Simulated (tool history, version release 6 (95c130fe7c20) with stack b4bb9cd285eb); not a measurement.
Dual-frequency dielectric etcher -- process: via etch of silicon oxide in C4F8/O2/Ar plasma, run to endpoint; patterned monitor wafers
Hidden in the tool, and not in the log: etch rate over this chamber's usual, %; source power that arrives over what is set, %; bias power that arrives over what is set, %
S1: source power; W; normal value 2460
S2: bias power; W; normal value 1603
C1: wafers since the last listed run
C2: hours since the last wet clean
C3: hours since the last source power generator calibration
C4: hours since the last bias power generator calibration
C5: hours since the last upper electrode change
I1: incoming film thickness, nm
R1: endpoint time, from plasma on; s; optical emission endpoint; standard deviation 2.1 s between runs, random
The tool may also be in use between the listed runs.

run	hour	S1	S2	C1	C2	C3	C4	C5	I1	R1
1	0.0	2460	1325	0	89.2	2428.0	3169.2	3884.8	2134.0	407.3
2	50.7	2460	1730	230	139.9	2478.7	3219.9	3935.5	2131.0	394.3
3	108.0	2460	1730	260	197.2	2536.0	3277.2	3992.8	2121.4	393.3
4	212.6	2460	1460	475	301.8	2640.6	3381.8	4097.4	2120.9	404.1
5	282.9	2460	1460	319	372.1	2710.9	3452.1	4167.7	2139.7	408.7
6	324.8	2460	1415	190	414.0	2752.8	3494.0	4209.6	2159.3	417.6
7	363.3	2460	1603	175	452.5	2791.3	3532.5	4248.1	2129.4	406.1
# hour 423.2: upper electrode replaced
# hour 433.6: source power generator calibrated
# hour 452.6: wet clean of the chamber
8	461.6	2460	1394	233	9.0	28.0	3630.8	38.4	2138.0	408.3
9	514.8	2460	1603	241	62.2	81.2	3684.0	91.6	2132.1	403.7
10	594.6	2900	1746	362	142.0	161.0	3763.8	171.4	2134.4	380.5
11	696.3	2460	1888	462	243.7	262.7	3865.5	273.1	2106.2	387.8
# hour 705.9: bias power generator calibrated
12	774.5	1870	1805	337	321.9	340.9	68.6	351.3	2127.5	428.4
13	820.2	2170	1603	207	367.6	386.6	114.3	397.0	2122.3	420.6
14	885.0	2710	1795	294	432.4	451.4	179.1	461.8	2129.8	393.9
15	954.9	2990	1752	317	502.3	521.3	249.0	531.7	2135.6	388.4

How would selected steps in R1 from run to run divide? Give the signed amount a tool lacking its hidden state would still show from settings, what came in and random variation, and the signed amount left for the hidden state, including any gauge scatter that is not in both of the compared results.
Run 7 -> 8: S2 1603 -> 1394, upper electrode replaced, source power generator calibrated, wet clean of the chamber. R1 +2.2 s: hidden state -8.7, all else +10.9.
Run 11 -> 12: S1 2460 -> 1870, S2 1888 -> 1805, bias power generator calibrated. R1 +40.6 s: hidden state +3.7, all else +36.9.

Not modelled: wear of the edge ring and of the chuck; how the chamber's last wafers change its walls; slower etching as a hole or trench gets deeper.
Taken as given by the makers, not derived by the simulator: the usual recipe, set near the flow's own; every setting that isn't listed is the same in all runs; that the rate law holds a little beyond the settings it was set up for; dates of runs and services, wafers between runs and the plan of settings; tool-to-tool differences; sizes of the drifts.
